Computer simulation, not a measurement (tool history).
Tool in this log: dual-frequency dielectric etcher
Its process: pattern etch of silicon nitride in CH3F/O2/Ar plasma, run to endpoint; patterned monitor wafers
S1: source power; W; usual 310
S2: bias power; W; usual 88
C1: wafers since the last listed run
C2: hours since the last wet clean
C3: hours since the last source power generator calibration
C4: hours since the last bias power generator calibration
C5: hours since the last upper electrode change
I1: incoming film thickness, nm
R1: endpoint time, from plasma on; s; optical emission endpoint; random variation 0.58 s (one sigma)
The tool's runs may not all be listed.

| run | day | S1 | S2 | C1 | C2 | C3 | C4 | C5 | I1 | R1 |
|---|---|---|---|---|---|---|---|---|---|---|
| 1 | 0.000 | 310 | 88 | 0 | 117.3 | 3848.6 | 3295.6 | 4946.3 | 55.9 | 77.2 |
| 2 | 0.854 | 310 | 88 | 236 | 137.8 | 3869.1 | 3316.1 | 4966.8 | 55.3 | 78.0 |
| 3 | 1.762 | 310 | 88 | 251 | 159.6 | 3890.9 | 3337.9 | 4988.6 | 55.5 | 77.3 |
| 4 | 2.604 | 310 | 88 | 233 | 179.8 | 3911.1 | 3358.1 | 5008.8 | 55.7 | 77.0 |
| 5 | 3.196 | 310 | 96 | 163 | 194.0 | 3925.3 | 3372.3 | 5023.0 | 55.8 | 75.2 |
| 6 | 4.062 | 310 | 96 | 240 | 214.8 | 3946.1 | 3393.1 | 5043.8 | 55.6 | 75.2 |
| 7 | 5.117 | 310 | 88 | 292 | 240.1 | 3971.4 | 3418.4 | 5069.1 | 56.4 | 77.5 |
|  | 6.525 | upper electrode replaced |
| 8 | 6.546 | 310 | 88 | 118 | 274.4 | 4005.7 | 3452.7 | 0.5 | 56.1 | 77.6 |
|  | 6.758 | bias power generator calibrated |
| 9 | 6.779 | 360 | 88 | 18 | 280.0 | 4011.3 | 0.5 | 6.1 | 55.8 | 71.5 |
| 10 | 8.233 | 360 | 88 | 402 | 314.9 | 4046.2 | 35.4 | 41.0 | 55.7 | 70.5 |
| 11 | 8.983 | 310 | 88 | 207 | 332.9 | 4064.2 | 53.4 | 59.0 | 56.1 | 76.0 |
| 12 | 10.158 | 360 | 75 | 325 | 361.1 | 4092.4 | 81.6 | 87.2 | 56.2 | 73.7 |
|  | 11.700 | wet clean of the chamber |
| 13 | 11.721 | 290 | 105 | 155 | 0.5 | 4129.9 | 119.1 | 124.7 | 55.6 | 76.5 |
| 14 | 11.917 | 310 | 88 | 54 | 5.2 | 4134.6 | 123.8 | 129.4 | 56.2 | 80.0 |
| 15 | 12.921 | 310 | 88 | 278 | 29.3 | 4158.7 | 147.9 | 153.5 | 55.5 | 78.4 |
| 16 | 14.229 | 260 | 67 | 362 | 60.7 | 4190.1 | 179.3 | 184.9 | 55.8 | 93.2 |
|  | 14.929 | source power generator calibrated |
| 17 | 15.658 | 310 | 99 | 349 | 95.0 | 17.5 | 213.6 | 219.2 | 55.9 | 75.3 |
| 18 | 16.508 | 310 | 88 | 235 | 115.4 | 37.9 | 234.0 | 239.6 | 55.8 | 78.1 |
| 19 | 17.267 | 310 | 70 | 210 | 133.6 | 56.1 | 252.2 | 257.8 | 55.5 | 82.7 |
| 20 | 18.312 | 250 | 79 | 289 | 158.7 | 81.2 | 277.3 | 282.9 | 55.7 | 89.2 |
| 21 | 18.842 | 350 | 71 | 146 | 171.4 | 93.9 | 290.0 | 295.6 | 56.0 | 77.9 |
| 22 | 19.942 | 310 | 88 | 304 | 197.8 | 120.3 | 316.4 | 322.0 | 56.2 | 77.7 |

3 ways to go on from here, each from the tool as it stands after run 22. What would each give?
| A | 19.958 | 310 | 88 | 4 | 198.2 | 120.7 | 316.8 | 322.4 | 56.3 | ? |
| B | 19.958 | 250 | 88 | 4 | 198.2 | 120.7 | 316.8 | 322.4 | 56.3 | ? |
| C | 19.958 | 290 | 108 | 4 | 198.2 | 120.7 | 316.8 | 322.4 | 56.3 | ? |

| run | R1 |
|---|---|
| A | 76.9 |
| B | 85.7 |
| C | 74.6 |
Stripped of hidden state, with their random variation kept, the same runs would have yielded:
| run | R1 |
|---|---|
| A | 78.8 |
| B | 87.8 |
| C | 76.4 |
